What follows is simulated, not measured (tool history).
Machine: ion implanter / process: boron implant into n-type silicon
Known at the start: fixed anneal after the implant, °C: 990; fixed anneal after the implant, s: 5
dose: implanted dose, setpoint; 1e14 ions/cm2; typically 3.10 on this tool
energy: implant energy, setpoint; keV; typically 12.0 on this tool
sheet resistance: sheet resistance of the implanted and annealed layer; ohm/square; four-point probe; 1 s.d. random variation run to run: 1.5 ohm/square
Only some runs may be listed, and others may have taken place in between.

run,hour,dose,energy,wafers since the last listed run,hours since the last dose calibration,hours since the extraction supply was calibrated,hours since the gauge calibration,"read-back reference wafer on the same gauge, sheet resistance",sheet resistance
1,0.0,2.91,12.0,0,409.6,1098.9,1012.5,380.55,358.01
2,59.6,3.10,9.5,1168,469.2,1158.5,1072.1,379.10,347.41
# hour 87.5: gauge calibrated
3,120.2,3.10,9.5,1187,529.8,1219.1,32.7,392.04,356.13
4,206.5,3.10,9.5,1691,616.1,1305.4,119.0,391.37,357.68
5,282.2,3.10,12.0,1483,691.8,1381.1,194.7,390.71,349.19
6,325.6,3.32,14.5,850,735.2,1424.5,238.1,390.71,323.50
7,618.0,3.32,14.5,5730,1027.6,1716.9,530.5,389.38,318.64
8,668.6,3.32,14.5,991,1078.2,1767.5,581.1,387.82,321.03
9,806.7,3.10,12.0,2706,1216.3,1905.6,719.2,385.75,342.06
10,854.5,3.10,10.0,936,1264.1,1953.4,767.0,384.86,348.31
11,908.2,2.57,12.0,1052,1317.8,2007.1,820.7,384.21,398.19
12,976.9,2.79,16.0,1346,1386.5,2075.8,889.4,382.53,360.66
13,1024.0,2.71,16.0,923,1433.6,2122.9,936.5,381.63,370.37
# hour 1035.9: gauge calibrated
# hour 1095.8: extraction supply calibrated
14,1118.9,3.45,15.5,1703,1528.5,23.1,83.0,392.30,313.36
15,1198.4,3.10,12.0,1558,1608.0,102.6,162.5,392.01,348.54
# hour 1222.8: Faraday cup replaced and dose calibrated
16,1258.6,2.27,10.5,1023,35.8,162.8,222.7,391.25,454.74
17,1346.3,4.02,14.5,1718,123.5,250.5,310.4,390.34,275.99
18,1441.1,3.10,12.0,1857,218.3,345.3,405.2,390.43,349.77
19,1529.9,3.10,12.0,1740,307.1,434.1,494.0,389.44,348.89
20,1630.3,3.10,12.0,1967,407.5,534.5,594.4,388.18,346.51
21,1738.0,3.10,15.5,2110,515.2,642.2,702.1,387.07,338.34

What the log doesn't show, run by run:
deviation of the true dose from the Faraday cup's reading, %: 0 across all the runs
deviation of the true energy from its setpoint, %: 0 across all the runs
H1: gauge reads high (%)
run,H1
1,-2.68
2,-3.04
3,0.19
4,0.152
5,0.0832
6,0.0286
7,-0.625
8,-0.789
9,-1.31
10,-1.52
11,-1.77
12,-2.11
13,-2.36
14,0.296
15,0.24
16,0.172
17,0.036
18,-0.161
19,-0.394
20,-0.712
21,-1.12

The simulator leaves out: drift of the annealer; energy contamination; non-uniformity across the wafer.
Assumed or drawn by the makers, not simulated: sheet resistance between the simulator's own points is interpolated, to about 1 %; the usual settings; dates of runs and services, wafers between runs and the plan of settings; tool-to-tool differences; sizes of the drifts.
